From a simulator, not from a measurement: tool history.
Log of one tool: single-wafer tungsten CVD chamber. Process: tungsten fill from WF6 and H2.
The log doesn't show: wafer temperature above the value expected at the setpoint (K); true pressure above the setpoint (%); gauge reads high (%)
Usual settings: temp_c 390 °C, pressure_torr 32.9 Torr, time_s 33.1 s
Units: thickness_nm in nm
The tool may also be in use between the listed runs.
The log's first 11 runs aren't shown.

run   hour  temp_c  pressure_torr  time_s  wafers since the last listed run  hours since the last thermocouple change  hours since the last manometer calibration  hours since the showerhead was replaced  hours since the gauge calibration  read-back reference wafer on the same gauge, thickness_nm  thickness_nm
 12  167.1     379           32.9    33.1                               202                                    1544.1                                       651.9                                   5670.3                              427.2                                                     86.574        76.185
     172.8  -- gauge calibrated
 13  178.9     390           32.9    33.1                               298                                    1555.9                                       663.7                                   5682.1                                6.1                                                     86.478        96.502
 14  196.0     390           32.9    33.1                               432                                    1573.0                                       680.8                                   5699.2                               23.2                                                     86.471        97.142
 15  212.7     390           32.9    38.0                               422                                    1589.7                                       697.5                                   5715.9                               39.9                                                     86.534       111.174
 16  231.5     390           32.9    36.6                               475                                    1608.5                                       716.3                                   5734.7                               58.7                                                     86.474       106.584
 17  242.4     390           32.9    36.6                               275                                    1619.4                                       727.2                                   5745.6                               69.6                                                     86.579       106.813
 18  252.9     390           26.5    27.7                               265                                    1629.9                                       737.7                                   5756.1                               80.1                                                     86.469        73.346
 19  270.7     390           36.8    38.8                               450                                    1647.7                                       755.5                                   5773.9                               97.9                                                     86.481       120.292
 20  283.0     397           38.0    35.1                               310                                    1660.0                                       767.8                                   5786.2                              110.2                                                     86.467       127.624
 21  300.8     390           32.9    33.1                               450                                    1677.8                                       785.6                                   5804.0                              128.0                                                     86.520        97.453
     310.6  -- capacitance manometer re-zeroed and calibrated
 22  311.1     390           32.9    33.1                                58                                    1688.1                                         0.5                                   5814.3                              138.3                                                     86.555        93.324
     322.7  -- thermocouple changed; heater temperature recalibrated
 23  327.2     401           32.9    33.1                               204                                       4.5                                        16.6                                   5830.4                              154.4                                                     86.470       103.887
 24  338.9     390           32.9    33.1                               295                                      16.2                                        28.3                                   5842.1                              166.1                                                     86.415        82.031
     358.8  -- showerhead replaced
 25  359.3     390           32.9    33.1                               313                                      36.6                                        48.7                                      0.5                              186.5                                                     86.510        82.421
 26  363.0     390           32.9    33.1                                93                                      40.3                                        52.4                                      4.2                              190.2                                                     86.531        82.988
 27  377.4     404           24.7    30.1                               364                                      54.7                                        66.8                                     18.6                              204.6                                                     86.496        87.665
 28  385.8     390           32.9    33.1                               212                                      63.1                                        75.2                                     27.0                              213.0                                                     86.485        83.312
 29  398.1     390           28.6    33.1                               310                                      75.4                                        87.5                                     39.3                              225.3                                                     86.506        78.113
 30  406.8     390           30.3    36.3                               219                                      84.1                                        96.2                                     48.0                              234.0                                                     86.491        88.231
 31  415.4     378           32.9    39.5                               217                                      92.7                                       104.8                                     56.6                              242.6                                                     86.486        75.670
 32  427.0     390           40.2    33.1                               293                                     104.3                                       116.4                                     68.2                              254.2                                                     86.470        92.322
 33  441.4     377           27.4    33.1                               364                                     118.7                                       130.8                                     82.6                              268.6                                                     86.488        57.429
 34  454.7     390           32.9    33.1                               336                                     132.0                                       144.1                                     95.9                              281.9                                                     86.494        84.293

4 ways to go on from here, each from the tool as it stands after run 34. What would each give?
  A  455.1     400           32.9    33.1                                10                                     132.4                                       144.5                                     96.3                              282.3                                                          ?             ?
  B  455.1     399           30.8    29.0                                10                                     132.4                                       144.5                                     96.3                              282.3                                                          ?             ?
  C  455.1     405           37.3    38.3                                10                                     132.4                                       144.5                                     96.3                              282.3                                                          ?             ?
  D  455.1     390           30.8    33.1                                10                                     132.4                                       144.5                                     96.3                              282.3                                                          ?             ?

run  read-back reference wafer on the same gauge, thickness_nm  thickness_nm
  A                                                     86.501       104.345
  B                                                     86.501        86.743
  C                                                     86.501       141.800
  D                                                     86.501        81.844
Without the tool's hidden state the same runs would have given:
run  thickness_nm
  A       101.256
  B        84.168
  C       137.667
  D        79.265

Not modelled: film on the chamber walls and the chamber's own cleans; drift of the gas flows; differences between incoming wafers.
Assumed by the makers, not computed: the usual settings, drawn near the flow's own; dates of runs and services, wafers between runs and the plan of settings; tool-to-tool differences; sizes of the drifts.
